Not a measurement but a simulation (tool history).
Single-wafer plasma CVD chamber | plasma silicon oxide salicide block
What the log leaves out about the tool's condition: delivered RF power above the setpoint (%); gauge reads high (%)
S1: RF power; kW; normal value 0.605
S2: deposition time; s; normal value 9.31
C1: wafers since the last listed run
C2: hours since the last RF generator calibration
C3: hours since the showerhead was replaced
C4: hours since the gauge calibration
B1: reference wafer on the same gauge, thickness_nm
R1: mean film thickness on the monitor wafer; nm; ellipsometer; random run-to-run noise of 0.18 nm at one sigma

run 1 day=0 | S1=0.605 S2=9.31 | C1=0 C2=1825.4 C3=3041.4 C4=333 | B1=90.924 | R1=94.792
run 2 day=1.275 | S1=0.605 S2=9.31 | C1=881 C2=1856 C3=3072 C4=363.6 | B1=91.085 | R1=95.443
run 3 day=3.158 | S1=0.605 S2=10.13 | C1=1302 C2=1901.2 C3=3117.2 C4=408.8 | B1=90.961 | R1=103.451
run 4 day=6.042 | S1=0.605 S2=10.13 | C1=1993 C2=1970.4 C3=3186.4 C4=478 | B1=91.103 | R1=103.208
run 5 day=8.621 | S1=0.605 S2=10.13 | C1=1783 C2=2032.3 C3=3248.3 C4=539.9 | B1=90.998 | R1=102.718
run 6 day=10.983 | S1=0.605 S2=9.31 | C1=1633 C2=2089 C3=3305 C4=596.6 | B1=90.985 | R1=94.404
run 7 day=13.775 | S1=0.605 S2=10.19 | C1=1930 C2=2156 C3=3372 C4=663.6 | B1=91.073 | R1=103.415
run 8 day=15.921 | S1=0.605 S2=10.19 | C1=1483 C2=2207.5 C3=3423.5 C4=715.1 | B1=91.053 | R1=103.129
run 9 day=18.533 | S1=0.605 S2=10.13 | C1=1806 C2=2270.2 C3=3486.2 C4=777.8 | B1=91.015 | R1=102.312
-- day=18.717 gauge calibrated
-- day=18.904 RF generator calibrated
run 10 day=19.775 | S1=0.685 S2=7.65 | C1=628 C2=20.9 C3=3516 C4=25.4 | B1=90.985 | R1=82.804
-- day=20.15 showerhead replaced
run 11 day=21.338 | S1=0.72 S2=9.31 | C1=849 C2=58.4 C3=28.5 C4=62.9 | B1=90.922 | R1=102.135
run 12 day=22.483 | S1=0.525 S2=8.36 | C1=792 C2=85.9 C3=56 C4=90.4 | B1=90.957 | R1=83.11
run 13 day=24.35 | S1=0.605 S2=9.31 | C1=1290 C2=130.7 C3=100.8 C4=135.2 | B1=90.878 | R1=96.913
run 14 day=25.554 | S1=0.72 S2=10.82 | C1=832 C2=159.6 C3=129.7 C4=164.1 | B1=90.962 | R1=119.036
run 15 day=30.975 | S1=0.675 S2=7.92 | C1=3748 C2=289.7 C3=259.8 C4=294.2 | B1=91.024 | R1=85.391
run 16 day=32.504 | S1=0.605 S2=11.01 | C1=1057 C2=326.4 C3=296.5 C4=330.9 | B1=90.984 | R1=114.501

Measured result minus the same run's result without the hidden state. Both carry the same run-to-run variation, though not necessarily the same gauge scatter:
run=1 R1=-1.849
run=2 R1=-1.92
run=3 R1=-2.177
run=4 R1=-2.322
run=5 R1=-2.451
run=6 R1=-2.374
run=7 R1=-2.764
run=8 R1=-2.886
run=9 R1=-3.024
run=10 R1=-0.045
run=11 R1=-0.058
run=12 R1=-0.049
run=13 R1=-0.061
run=14 R1=-0.08
run=15 R1=-0.083
run=16 R1=-0.124
